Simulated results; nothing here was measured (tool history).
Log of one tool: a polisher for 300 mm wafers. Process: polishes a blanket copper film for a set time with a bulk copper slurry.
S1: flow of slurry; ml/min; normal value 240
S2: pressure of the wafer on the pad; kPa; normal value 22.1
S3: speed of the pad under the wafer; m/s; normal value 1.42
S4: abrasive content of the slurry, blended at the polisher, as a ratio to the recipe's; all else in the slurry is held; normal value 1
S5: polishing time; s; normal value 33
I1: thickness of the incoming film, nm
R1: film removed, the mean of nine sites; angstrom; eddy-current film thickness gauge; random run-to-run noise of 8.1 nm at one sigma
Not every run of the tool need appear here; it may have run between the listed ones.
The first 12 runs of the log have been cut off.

run,hour,S1,S2,S3,S4,S5,I1,R1
# hour 621.2: head pressure recalibrated
13,674,265,15.2,1.6,1.1,33,4003.5,4836
14,706.3,240,22.1,1.42,1,33,3999.5,5400
15,878.5,165,22.1,0.98,1.15,33,3975.7,3539
16,937.1,240,18.6,1.42,1,33,4001.1,4598
# hour 952.8: worn pad replaced by a new one
17,962.6,240,22.1,1.42,1,33,3978.4,5165
18,1032.4,305,22.1,1.42,1,33,4071,5332
# hour 1074.4: slurry nozzle cleaned
# hour 1083.1: head pressure recalibrated
19,1085.3,240,22.1,1.06,1,33,3982.5,4089
20,1117.2,280,28.3,1.42,1,33,3968.6,6830
# hour 1121.5: slurry blender recalibrated
21,1183.3,240,22.1,1.42,1,33,3962.8,5314
22,1369.2,240,18.6,0.96,1,33,4020.2,3035
# hour 1428.8: worn pad replaced by a new one
23,1429.3,190,15.2,1.8,1.3,33,3990.7,5021
24,1481.7,240,22.1,1.42,1,33,4022.9,5147
25,1547.5,240,22.1,1.42,1,33,4057.8,5082
# hour 1564: slurry nozzle cleaned
26,1577.1,210,22.1,1.18,1.2,29,3988.4,3736
# hour 1595.6: head pressure recalibrated
27,1626.6,165,22.1,1.42,1,24,4032.7,3839
28,1652.6,285,17.9,1.82,1,37,4010.5,6619
29,1686.4,240,22.1,1.42,1,23,4001.3,3768
# hour 1696.3: slurry blender recalibrated
30,1722.8,195,26.9,1.14,1,41,3996.5,6248
31,1767.9,240,22.1,1.42,1,33,3975.9,5232

Predict each of these 3 candidate next runs independently; none follows another, all start after run 31:
A,1768.3,240,22.1,1.42,1,33,3954.2,?
B,1768.3,325,22.1,1.22,1.3,33,3954.2,?
C,1768.3,290,29,1.68,1,33,3954.2,?

run,R1
A,5360
B,5034
C,8108
What these runs would have given with no unlogged condition in the tool:
run,R1
A,5695
B,5349
C,8615
